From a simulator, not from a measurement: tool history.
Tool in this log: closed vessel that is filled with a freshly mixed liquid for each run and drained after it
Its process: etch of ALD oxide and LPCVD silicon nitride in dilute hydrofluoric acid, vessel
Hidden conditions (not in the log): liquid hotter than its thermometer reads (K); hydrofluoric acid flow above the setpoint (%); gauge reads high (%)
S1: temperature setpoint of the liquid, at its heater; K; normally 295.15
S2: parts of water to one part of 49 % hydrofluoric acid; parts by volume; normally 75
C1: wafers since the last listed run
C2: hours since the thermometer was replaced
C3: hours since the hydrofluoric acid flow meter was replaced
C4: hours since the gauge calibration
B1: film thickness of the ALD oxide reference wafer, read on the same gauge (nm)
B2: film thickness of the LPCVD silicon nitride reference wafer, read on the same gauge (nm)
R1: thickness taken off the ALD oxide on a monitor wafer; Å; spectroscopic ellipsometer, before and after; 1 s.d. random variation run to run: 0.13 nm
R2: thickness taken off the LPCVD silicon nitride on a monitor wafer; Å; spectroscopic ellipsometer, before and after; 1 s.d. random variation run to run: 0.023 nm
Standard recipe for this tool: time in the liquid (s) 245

{"run": 1, "hour": 0.0, "S1": 295.15, "S2": 75, "time in the liquid (s)": 305, "C1": 0, "C2": 897.7, "C3": 1056.8, "C4": 248.9, "B1": 99.99, "B2": 89.993, "R1": 563.9, "R2": 15.01}
{"run": 2, "hour": 16.3, "S1": 298.15, "S2": 75, "time in the liquid (s)": 245, "C1": 1060, "C2": 914, "C3": 1073.1, "C4": 265.2, "B1": 100.01, "B2": 89.944, "R1": 509.2, "R2": 15.23}
{"run": 3, "hour": 50.5, "S1": 294.15, "S2": 75, "time in the liquid (s)": 245, "C1": 2224, "C2": 948.2, "C3": 1107.3, "C4": 299.4, "B1": 100, "B2": 89.952, "R1": 434.2, "R2": 11.68}
{"run": 4, "hour": 68.1, "S1": 294.15, "S2": 75, "time in the liquid (s)": 245, "C1": 1144, "C2": 965.8, "C3": 1124.9, "C4": 317, "B1": 99.99, "B2": 90.039, "R1": 435.6, "R2": 11.06}
{"run": 5, "hour": 101.5, "S1": 291.65, "S2": 75, "time in the liquid (s)": 245, "C1": 2172, "C2": 999.2, "C3": 1158.3, "C4": 350.4, "B1": 100.02, "B2": 89.985, "R1": 392.7, "R2": 9.91}
{"run": 6, "hour": 132.4, "S1": 295.15, "S2": 75, "time in the liquid (s)": 245, "C1": 2009, "C2": 1030.1, "C3": 1189.2, "C4": 381.3, "B1": 99.97, "B2": 89.997, "R1": 453.5, "R2": 12.27}
{"run": 7, "hour": 156.5, "S1": 295.15, "S2": 75, "time in the liquid (s)": 245, "C1": 1567, "C2": 1054.2, "C3": 1213.3, "C4": 405.4, "B1": 100.02, "B2": 89.992, "R1": 454.4, "R2": 12.46}
{"run": 8, "hour": 187.7, "S1": 297.15, "S2": 95, "time in the liquid (s)": 375, "C1": 2029, "C2": 1085.4, "C3": 1244.5, "C4": 436.6, "B1": 100.01, "B2": 90.047, "R1": 585, "R2": 17.69}
{"run": 9, "hour": 207.1, "S1": 300.15, "S2": 35, "time in the liquid (s)": 290, "C1": 1261, "C2": 1104.8, "C3": 1263.9, "C4": 456, "B1": 99.97, "B2": 90.038, "R1": 1500.6, "R2": 44.29}
{"run": 10, "hour": 223.0, "S1": 298.65, "S2": 75, "time in the liquid (s)": 245, "C1": 1034, "C2": 1120.7, "C3": 1279.8, "C4": 471.9, "B1": 100.01, "B2": 90.001, "R1": 528.3, "R2": 15.76}
{"hour": 236.6, "done": "hydrofluoric acid flow meter replaced"}
{"run": 11, "hour": 249.4, "S1": 299.15, "S2": 100, "time in the liquid (s)": 245, "C1": 1652, "C2": 1147.1, "C3": 12.8, "C4": 498.3, "B1": 100.01, "B2": 89.997, "R1": 371.3, "R2": 11.75}
{"run": 12, "hour": 283.3, "S1": 300.15, "S2": 85, "time in the liquid (s)": 345, "C1": 2205, "C2": 1181, "C3": 46.7, "C4": 532.2, "B1": 99.99, "B2": 90.025, "R1": 654.3, "R2": 21.07}
{"run": 13, "hour": 297.2, "S1": 291.15, "S2": 55, "time in the liquid (s)": 320, "C1": 904, "C2": 1194.9, "C3": 60.6, "C4": 546.1, "B1": 99.99, "B2": 89.985, "R1": 675.8, "R2": 16.19}
{"hour": 298.0, "done": "gauge calibrated"}
{"hour": 311.8, "done": "thermometer replaced"}
{"run": 14, "hour": 389.5, "S1": 291.15, "S2": 115, "time in the liquid (s)": 130, "C1": 5938, "C2": 77.7, "C3": 152.9, "C4": 91.5, "B1": 100.03, "B2": 89.974, "R1": 120, "R2": 3.09}
{"run": 15, "hour": 422.8, "S1": 295.15, "S2": 75, "time in the liquid (s)": 245, "C1": 2165, "C2": 111, "C3": 186.2, "C4": 124.8, "B1": 100.01, "B2": 89.974, "R1": 427.7, "R2": 11.92}
{"run": 16, "hour": 440.9, "S1": 295.15, "S2": 75, "time in the liquid (s)": 245, "C1": 1177, "C2": 129.1, "C3": 204.3, "C4": 142.9, "B1": 100.03, "B2": 90.009, "R1": 430.8, "R2": 11.64}
{"run": 17, "hour": 456.2, "S1": 299.65, "S2": 75, "time in the liquid (s)": 375, "C1": 995, "C2": 144.4, "C3": 219.6, "C4": 158.2, "B1": 100, "B2": 90.016, "R1": 790.5, "R2": 24.43}
{"run": 18, "hour": 489.5, "S1": 291.65, "S2": 75, "time in the liquid (s)": 165, "C1": 2165, "C2": 177.7, "C3": 252.9, "C4": 191.5, "B1": 99.99, "B2": 89.981, "R1": 250.4, "R2": 6.33}
{"run": 19, "hour": 505.6, "S1": 297.65, "S2": 45, "time in the liquid (s)": 355, "C1": 1047, "C2": 193.8, "C3": 269, "C4": 207.6, "B1": 100.03, "B2": 89.998, "R1": 1201.6, "R2": 32.92}
{"run": 20, "hour": 540.7, "S1": 297.15, "S2": 105, "time in the liquid (s)": 175, "C1": 2283, "C2": 228.9, "C3": 304.1, "C4": 242.7, "B1": 99.99, "B2": 89.992, "R1": 231.3, "R2": 7.25}
{"run": 21, "hour": 572.2, "S1": 292.65, "S2": 75, "time in the liquid (s)": 245, "C1": 2048, "C2": 260.4, "C3": 335.6, "C4": 274.2, "B1": 100.02, "B2": 89.981, "R1": 388.1, "R2": 9.89}
{"run": 22, "hour": 589.1, "S1": 295.15, "S2": 75, "time in the liquid (s)": 245, "C1": 1099, "C2": 277.3, "C3": 352.5, "C4": 291.1, "B1": 99.99, "B2": 90.062, "R1": 434.8, "R2": 11.25}
{"run": 23, "hour": 616.2, "S1": 296.65, "S2": 60, "time in the liquid (s)": 185, "C1": 1762, "C2": 304.4, "C3": 379.6, "C4": 318.2, "B1": 100.01, "B2": 89.984, "R1": 443.4, "R2": 12.26}
{"run": 24, "hour": 650.7, "S1": 290.65, "S2": 75, "time in the liquid (s)": 245, "C1": 2244, "C2": 338.9, "C3": 414.1, "C4": 352.7, "B1": 100, "B2": 90.042, "R1": 362.3, "R2": 8.86}
{"run": 25, "hour": 686.1, "S1": 295.15, "S2": 75, "time in the liquid (s)": 245, "C1": 2302, "C2": 374.3, "C3": 449.5, "C4": 388.1, "B1": 100.06, "B2": 89.986, "R1": 436.7, "R2": 11.8}
{"run": 26, "hour": 711.2, "S1": 295.15, "S2": 75, "time in the liquid (s)": 310, "C1": 1632, "C2": 399.4, "C3": 474.6, "C4": 413.2, "B1": 100.03, "B2": 89.995, "R1": 551.9, "R2": 15.21}

Predict each of these 4 candidate next runs independently; none follows another, all start after run 26:
{"run": "A", "hour": 711.9, "S1": 295.15, "S2": 75, "time in the liquid (s)": 315, "C1": 45, "C2": 400.1, "C3": 475.3, "C4": 413.9, "B1": "?", "B2": "?", "R1": "?", "R2": "?"}
{"run": "B", "hour": 711.9, "S1": 292.15, "S2": 55, "time in the liquid (s)": 245, "C1": 45, "C2": 400.1, "C3": 475.3, "C4": 413.9, "B1": "?", "B2": "?", "R1": "?", "R2": "?"}
{"run": "C", "hour": 711.9, "S1": 298.65, "S2": 60, "time in the liquid (s)": 385, "C1": 45, "C2": 400.1, "C3": 475.3, "C4": 413.9, "B1": "?", "B2": "?", "R1": "?", "R2": "?"}
{"run": "D", "hour": 711.9, "S1": 300.15, "S2": 35, "time in the liquid (s)": 245, "C1": 45, "C2": 400.1, "C3": 475.3, "C4": 413.9, "B1": "?", "B2": "?", "R1": "?", "R2": "?"}

run=A B1=99.98 B2=89.956 R1=563 R2=15.41
run=B B1=99.98 B2=89.956 R1=539.4 R2=13.2
run=C B1=99.98 B2=89.956 R1=1010.7 R2=29.63
run=D B1=99.98 B2=89.956 R1=1213.1 R2=35.33
The same runs, with their run-to-run variation unchanged, on a tool lacking any hidden condition would have given:
run=A R1=542.5 R2=14.72
run=B R1=519.7 R2=12.61
run=C R1=974.3 R2=28.32
run=D R1=1169.9 R2=33.77
